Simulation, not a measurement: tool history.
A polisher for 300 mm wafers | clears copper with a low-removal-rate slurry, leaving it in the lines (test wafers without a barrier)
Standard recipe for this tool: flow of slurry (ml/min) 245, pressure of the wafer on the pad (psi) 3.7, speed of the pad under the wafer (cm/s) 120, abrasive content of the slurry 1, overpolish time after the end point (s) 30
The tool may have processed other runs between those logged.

run,day,flow of slurry (ml/min),pressure of the wafer on the pad (psi),speed of the pad under the wafer (cm/s),abrasive content of the slurry,overpolish time after the end point (s),"incoming thickness of the incoming film, nm",time until the end point was called (s),dishing of a wide line in a test structure (nm)
1,0,245,3.7,88,1,26,455.2,123.8,58.4
2,1.033,245,3.7,88,1,26,448.1,120,58.5
3,1.658,245,3.7,120,1,30,462,91.3,81.3
4,2.279,245,3.7,120,1,30,450.5,91.3,83.6
5,3.358,220,3.7,120,1,38,452.2,93,92.7
6,4.392,245,3,120,1,30,457.1,115.8,67.5
# day 4.646: worn pad replaced by a new one
7,6.221,290,3.7,96,1,18,451,116.1,46.4
8,6.733,245,3,120,1.2,30,463.3,115.5,70.7
# day 6.875: slurry blender recalibrated
9,7.383,245,3.7,130,0.8,30,456,87,82.4
10,8.1,245,3.7,140,1,30,460.7,76.6,89.1
# day 9.133: head pressure recalibrated
11,9.217,245,3.7,130,1,30,445.2,80,86.2
12,10.488,280,3.7,86,1,30,446.2,120.8,67.4
13,11.412,245,2.6,82,0.9,30,449.6,188.4,44.6
14,12.438,215,3.7,120,0.75,30,454.9,97.7,78.5
# day 13.546: worn pad replaced by a new one
15,13.567,245,3.7,120,1,30,456.4,89.2,83.2
16,14.983,245,3.7,120,1,30,455.1,89.9,80.9
17,16.138,245,3.7,120,1.3,30,455.5,85.5,84.2
18,17.5,245,3.7,120,1,30,446.5,89.7,78
# day 18.767: slurry nozzle cleaned
19,18.921,220,2.4,120,1.2,39,457.5,137.4,69.5
# day 19.304: slurry blender recalibrated
20,19.529,245,3.7,120,1,30,451.2,86.7,83.7
21,20.383,245,4.3,120,1,30,453,75,95.4
22,20.988,310,3.7,120,1,30,456.6,84.9,85.1
23,22.021,245,5,120,1.25,14,452.2,61.2,65.1
# day 23.417: worn pad replaced by a new one
24,23.438,280,3.7,150,1,30,455.9,70.1,94.1
25,23.8,245,3.3,120,1,30,462.2,99.9,76.6
26,26.979,245,3.7,120,1,47,462.3,91.7,108.5
27,27.65,245,3.7,82,1.25,22,456.7,123.2,53.1
28,28.929,280,3.7,120,1,30,461.6,92.3,80.2

Forecast each of these 4 alternatives for the next run:
A,28.95,210,3.7,120,1,30,450,?,?
B,28.95,310,4.2,120,1,38,450,?,?
C,28.95,185,3.7,152,1,30,450,?,?
D,28.95,190,2.5,120,1,30,450,?,?

run,time until the end point was called (s),dishing of a wide line in a test structure (nm)
A,91.6,78.6
B,77.3,100.9
C,73.7,89.6
D,136.6,57.6
Take away the tool's hidden state, keep each run's random variation, and the runs would have read:
run,time until the end point was called (s),dishing of a wide line in a test structure (nm)
A,87.9,80.6
B,74.2,102.9
C,70.8,91.7
D,131.2,59.3

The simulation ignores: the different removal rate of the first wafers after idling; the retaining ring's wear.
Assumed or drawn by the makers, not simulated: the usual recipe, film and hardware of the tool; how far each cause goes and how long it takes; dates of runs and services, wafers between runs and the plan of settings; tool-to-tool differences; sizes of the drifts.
